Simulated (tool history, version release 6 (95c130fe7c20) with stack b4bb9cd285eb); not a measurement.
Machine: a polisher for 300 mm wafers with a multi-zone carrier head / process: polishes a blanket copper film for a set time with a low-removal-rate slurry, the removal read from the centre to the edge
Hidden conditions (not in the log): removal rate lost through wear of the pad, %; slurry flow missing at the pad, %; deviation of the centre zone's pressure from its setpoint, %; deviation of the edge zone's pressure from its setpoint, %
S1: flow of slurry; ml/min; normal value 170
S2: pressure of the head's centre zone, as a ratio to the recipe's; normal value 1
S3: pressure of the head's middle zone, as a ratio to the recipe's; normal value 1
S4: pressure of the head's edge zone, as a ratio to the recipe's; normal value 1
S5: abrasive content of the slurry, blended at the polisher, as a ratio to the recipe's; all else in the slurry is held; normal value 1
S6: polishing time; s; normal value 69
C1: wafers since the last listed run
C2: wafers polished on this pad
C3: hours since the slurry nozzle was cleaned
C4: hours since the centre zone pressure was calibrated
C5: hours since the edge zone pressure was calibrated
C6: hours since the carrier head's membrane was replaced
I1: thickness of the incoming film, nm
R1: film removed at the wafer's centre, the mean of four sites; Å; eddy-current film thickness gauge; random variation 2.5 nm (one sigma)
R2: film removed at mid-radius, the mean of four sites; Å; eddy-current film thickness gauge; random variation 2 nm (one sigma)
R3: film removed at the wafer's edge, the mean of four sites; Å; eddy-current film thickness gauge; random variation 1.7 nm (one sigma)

run	hour	S1	S2	S3	S4	S5	S6	C1	C2	C3	C4	C5	C6	I1	R1	R2	R3
1	0	135	1	1	1	1	69	0	731	81.2	310.2	1172.5	154.8	1207.8	1491	1567	1647
2	35.4	170	1	1	1	0.8	69	302	1033	116.6	345.6	1207.9	190.2	1218	1441	1520	1595
3	67.5	170	1	1	1	1	69	274	1307	148.7	377.7	1240	222.3	1217.4	1531	1618	1676
4	82.5	170	1	1	1	1	69	128	1436	163.7	392.7	1255	237.3	1226.7	1511	1582	1670
# hour 95.7: worn pad replaced by a new one
5	101.6	120	1.06	1	1	0.9	69	128	50	182.8	411.8	1274.1	256.4	1202.2	1412	1430	1536
6	115.9	170	1	1	1	1	69	122	172	197.1	426.1	1288.4	270.7	1216.8	1474	1578	1646
7	130.5	170	1	0.9	0.96	1	49	124	297	211.7	440.7	1303	285.3	1183.9	1040	1044	1160
8	159	150	1	1	1.12	1.2	69	243	540	240.2	469.2	1331.5	313.8	1220.5	1459	1577	1754
# hour 167.1: slurry nozzle cleaned
9	188.7	170	1.12	1	0.97	1.15	90	245	785	21.6	498.9	1361.2	343.5	1226	2328	2246	2256
10	230.5	170	1	1	1	1.2	69	356	1142	63.4	540.7	1403	385.3	1215.8	1601	1723	1792
# hour 234: centre zone pressure recalibrated
# hour 243.6: edge zone pressure recalibrated
11	245.9	170	1	1	1	1	69	97	1239	78.8	11.9	2.3	400.7	1195.5	1644	1644	1728
12	303.4	170	1	1	1	1	69	490	1730	136.3	69.4	59.8	458.2	1199.7	1626	1614	1680
# hour 313: worn pad replaced by a new one
13	332.7	170	1	1	1	1	69	216	168	165.6	98.7	89.1	487.5	1200.5	1568	1563	1691
14	360.5	170	1	1	1	1	69	237	405	193.4	126.5	116.9	515.3	1228.7	1500	1572	1702
15	378.1	140	1	1	1	1	69	150	555	211	144.1	134.5	532.9	1213.4	1449	1459	1633
16	394	170	0.96	1	1	1	69	135	691	226.9	160	150.4	548.8	1189.2	1461	1582	1656
17	429.2	150	1.12	1	0.9	1	62	300	992	262.1	195.2	185.6	584	1209.7	1387	1329	1367
18	452	170	1	1	1	1	69	194	1186	284.9	218	208.4	606.8	1185.1	1471	1512	1602
# hour 461.3: slurry nozzle cleaned
19	481.9	170	1.07	0.94	1	1	58	246	1433	20.6	247.9	238.3	636.7	1190	1456	1333	1433
20	495.5	200	1	1	1	1	69	116	1549	34.2	261.5	251.9	650.3	1195	1638	1702	1717
21	511.8	205	1.05	1	1.12	1	69	139	1688	50.5	277.8	268.2	666.6	1217	1716	1702	1847

Hidden state at the last listed run before each entry between runs and at the first one after, where it differs:
Run 4 -> run 5: worn pad replaced by a new one (hour 95.7)
  slurry flow missing at the pad, %: 27.2 -> 30.1; deviation of the centre zone's pressure from its setpoint, %: -8.72 -> -9.08
  the result without the hidden state subtracted from the measured one, R1: -218 -> -256 Å; R2: -80 -> -109 Å; R3: -61 -> -81 Å
Run 8 -> run 9: slurry nozzle cleaned (hour 167.1)
  slurry flow missing at the pad, %: 38.9 -> 6.18; deviation of the centre zone's pressure from its setpoint, %: -10.2 -> -10.7
  the result without the hidden state subtracted from the measured one, R1: -313 -> -262 Å; R2: -147 -> -20 Å; R3: -114 -> -15 Å
Run 10 -> run 11: centre zone pressure recalibrated (hour 234); edge zone pressure recalibrated (hour 243.6)
  slurry flow missing at the pad, %: 12.6 -> 14.9; deviation of the centre zone's pressure from its setpoint, %: -11.5 -> -1.81
  the result without the hidden state subtracted from the measured one, R1: -218 -> -73 Å; R2: -34 -> -40 Å; R3: -26 -> -31 Å
Run 12 -> run 13: worn pad replaced by a new one (hour 313)
  slurry flow missing at the pad, %: 23.7 -> 28.2; deviation of the centre zone's pressure from its setpoint, %: -2.91 -> -3.46
  the result without the hidden state subtracted from the measured one, R1: -122 -> -147 Å; R2: -69 -> -84 Å; R3: -51 -> -65 Å
Run 18 -> run 19: slurry nozzle cleaned (hour 461.3)
  slurry flow missing at the pad, %: 46.4 -> 3.87; deviation of the centre zone's pressure from its setpoint, %: -5.73 -> -6.3
  the result without the hidden state subtracted from the measured one, R1: -276 -> -93 Å; R2: -170 -> -8 Å; R3: -126 -> -6 Å

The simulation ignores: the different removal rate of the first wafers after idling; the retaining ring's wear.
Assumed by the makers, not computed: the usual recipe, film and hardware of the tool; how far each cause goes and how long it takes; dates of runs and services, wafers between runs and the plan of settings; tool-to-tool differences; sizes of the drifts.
